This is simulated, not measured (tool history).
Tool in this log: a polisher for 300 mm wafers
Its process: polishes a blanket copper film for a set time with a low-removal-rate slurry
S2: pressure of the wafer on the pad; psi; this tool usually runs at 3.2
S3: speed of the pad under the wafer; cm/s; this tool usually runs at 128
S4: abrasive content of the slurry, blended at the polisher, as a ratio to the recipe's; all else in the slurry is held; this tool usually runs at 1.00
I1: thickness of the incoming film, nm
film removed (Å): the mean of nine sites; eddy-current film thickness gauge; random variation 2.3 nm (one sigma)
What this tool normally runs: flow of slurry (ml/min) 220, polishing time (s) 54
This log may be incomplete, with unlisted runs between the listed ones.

run 1 hour=0.0 | flow_of_slurry_(ml/min)=220 S2=3.2 S3=128 S4=1.00 polishing_time_(s)=54 | I1=1415.7 | film_removed_(Å)=2214
run 2 hour=21.4 | flow_of_slurry_(ml/min)=220 S2=3.2 S3=128 S4=1.00 polishing_time_(s)=54 | I1=1436.5 | film_removed_(Å)=2185
run 3 hour=56.3 | flow_of_slurry_(ml/min)=220 S2=3.2 S3=144 S4=1.00 polishing_time_(s)=54 | I1=1421.7 | film_removed_(Å)=2354
-- hour=58.4 slurry blender recalibrated
-- hour=64.0 head pressure recalibrated
run 4 hour=108.7 | flow_of_slurry_(ml/min)=220 S2=2.8 S3=128 S4=1.00 polishing_time_(s)=62 | I1=1428.0 | film_removed_(Å)=2192
run 5 hour=132.5 | flow_of_slurry_(ml/min)=220 S2=2.8 S3=128 S4=1.00 polishing_time_(s)=62 | I1=1441.1 | film_removed_(Å)=2120
run 6 hour=145.1 | flow_of_slurry_(ml/min)=220 S2=2.8 S3=128 S4=1.00 polishing_time_(s)=62 | I1=1432.6 | film_removed_(Å)=2134
run 7 hour=181.1 | flow_of_slurry_(ml/min)=220 S2=3.2 S3=128 S4=1.00 polishing_time_(s)=54 | I1=1422.2 | film_removed_(Å)=2039
-- hour=191.0 worn pad replaced by a new one
run 8 hour=214.1 | flow_of_slurry_(ml/min)=220 S2=2.6 S3=128 S4=1.00 polishing_time_(s)=54 | I1=1458.6 | film_removed_(Å)=1868
-- hour=217.5 slurry nozzle cleaned
run 9 hour=226.6 | flow_of_slurry_(ml/min)=220 S2=3.2 S3=128 S4=1.00 polishing_time_(s)=54 | I1=1419.5 | film_removed_(Å)=2263
run 10 hour=245.2 | flow_of_slurry_(ml/min)=220 S2=3.2 S3=128 S4=1.10 polishing_time_(s)=54 | I1=1427.3 | film_removed_(Å)=2263
run 11 hour=276.8 | flow_of_slurry_(ml/min)=220 S2=3.2 S3=128 S4=1.30 polishing_time_(s)=54 | I1=1421.5 | film_removed_(Å)=2308
run 12 hour=292.5 | flow_of_slurry_(ml/min)=220 S2=3.2 S3=128 S4=1.00 polishing_time_(s)=54 | I1=1424.8 | film_removed_(Å)=2186
-- hour=343.7 slurry blender recalibrated
run 13 hour=383.6 | flow_of_slurry_(ml/min)=275 S2=4.3 S3=142 S4=1.00 polishing_time_(s)=35 | I1=1443.9 | film_removed_(Å)=2120
run 14 hour=417.1 | flow_of_slurry_(ml/min)=220 S2=3.2 S3=128 S4=1.00 polishing_time_(s)=54 | I1=1420.3 | film_removed_(Å)=2121
run 15 hour=429.1 | flow_of_slurry_(ml/min)=220 S2=3.2 S3=144 S4=1.15 polishing_time_(s)=54 | I1=1412.4 | film_removed_(Å)=2382
run 16 hour=462.6 | flow_of_slurry_(ml/min)=220 S2=3.2 S3=92 S4=1.00 polishing_time_(s)=54 | I1=1402.1 | film_removed_(Å)=1660
-- hour=472.6 worn pad replaced by a new one
run 17 hour=495.9 | flow_of_slurry_(ml/min)=220 S2=4.0 S3=116 S4=1.00 polishing_time_(s)=71 | I1=1440.2 | film_removed_(Å)=3469
run 18 hour=522.0 | flow_of_slurry_(ml/min)=220 S2=3.2 S3=128 S4=1.00 polishing_time_(s)=54 | I1=1413.5 | film_removed_(Å)=2225
run 19 hour=537.9 | flow_of_slurry_(ml/min)=220 S2=3.2 S3=92 S4=0.75 polishing_time_(s)=54 | I1=1423.7 | film_removed_(Å)=1675
run 20 hour=551.9 | flow_of_slurry_(ml/min)=220 S2=2.3 S3=128 S4=1.00 polishing_time_(s)=42 | I1=1426.9 | film_removed_(Å)=1235
run 21 hour=565.7 | flow_of_slurry_(ml/min)=220 S2=3.2 S3=146 S4=1.15 polishing_time_(s)=63 | I1=1432.6 | film_removed_(Å)=2935
run 22 hour=650.5 | flow_of_slurry_(ml/min)=220 S2=3.8 S3=96 S4=1.00 polishing_time_(s)=54 | I1=1425.8 | film_removed_(Å)=2077
run 23 hour=676.7 | flow_of_slurry_(ml/min)=220 S2=3.2 S3=88 S4=1.00 polishing_time_(s)=54 | I1=1452.8 | film_removed_(Å)=1639
-- hour=686.4 slurry blender recalibrated
-- hour=691.2 head pressure recalibrated
run 24 hour=703.0 | flow_of_slurry_(ml/min)=250 S2=3.2 S3=128 S4=1.10 polishing_time_(s)=54 | I1=1442.1 | film_removed_(Å)=2292
run 25 hour=716.0 | flow_of_slurry_(ml/min)=220 S2=3.2 S3=128 S4=1.00 polishing_time_(s)=54 | I1=1421.2 | film_removed_(Å)=2183
run 26 hour=740.1 | flow_of_slurry_(ml/min)=220 S2=3.2 S3=128 S4=1.00 polishing_time_(s)=54 | I1=1435.5 | film_removed_(Å)=2158
run 27 hour=753.9 | flow_of_slurry_(ml/min)=290 S2=3.2 S3=128 S4=1.00 polishing_time_(s)=54 | I1=1423.3 | film_removed_(Å)=2149
-- hour=761.6 slurry nozzle cleaned
-- hour=772.7 worn pad replaced by a new one
run 28 hour=779.1 | flow_of_slurry_(ml/min)=220 S2=3.2 S3=128 S4=1.00 polishing_time_(s)=54 | I1=1445.9 | film_removed_(Å)=2355
run 29 hour=802.3 | flow_of_slurry_(ml/min)=220 S2=3.2 S3=128 S4=1.00 polishing_time_(s)=54 | I1=1432.7 | film_removed_(Å)=2330
run 30 hour=857.9 | flow_of_slurry_(ml/min)=220 S2=3.2 S3=128 S4=1.00 polishing_time_(s)=54 | I1=1416.4 | film_removed_(Å)=2241
run 31 hour=887.7 | flow_of_slurry_(ml/min)=255 S2=3.2 S3=128 S4=0.85 polishing_time_(s)=45 | I1=1424.4 | film_removed_(Å)=1781

Predict each of these 3 candidate next runs independently; none follows another, all start after run 31:
run A hour=888.1 | flow_of_slurry_(ml/min)=220 S2=3.2 S3=128 S4=1.00 polishing_time_(s)=54 | I1=1439.3 | film_removed_(Å)=?
run B hour=888.1 | flow_of_slurry_(ml/min)=220 S2=3.7 S3=128 S4=0.80 polishing_time_(s)=54 | I1=1439.3 | film_removed_(Å)=?
run C hour=888.1 | flow_of_slurry_(ml/min)=180 S2=2.4 S3=114 S4=1.00 polishing_time_(s)=54 | I1=1439.3 | film_removed_(Å)=?

run=A film_removed_(Å)=2160
run=B film_removed_(Å)=2396
run=C film_removed_(Å)=1464
The same runs, with their run-to-run variation unchanged, on a tool lacking any hidden condition would have given:
run=A film_removed_(Å)=2427
run=B film_removed_(Å)=2689
run=C film_removed_(Å)=1645
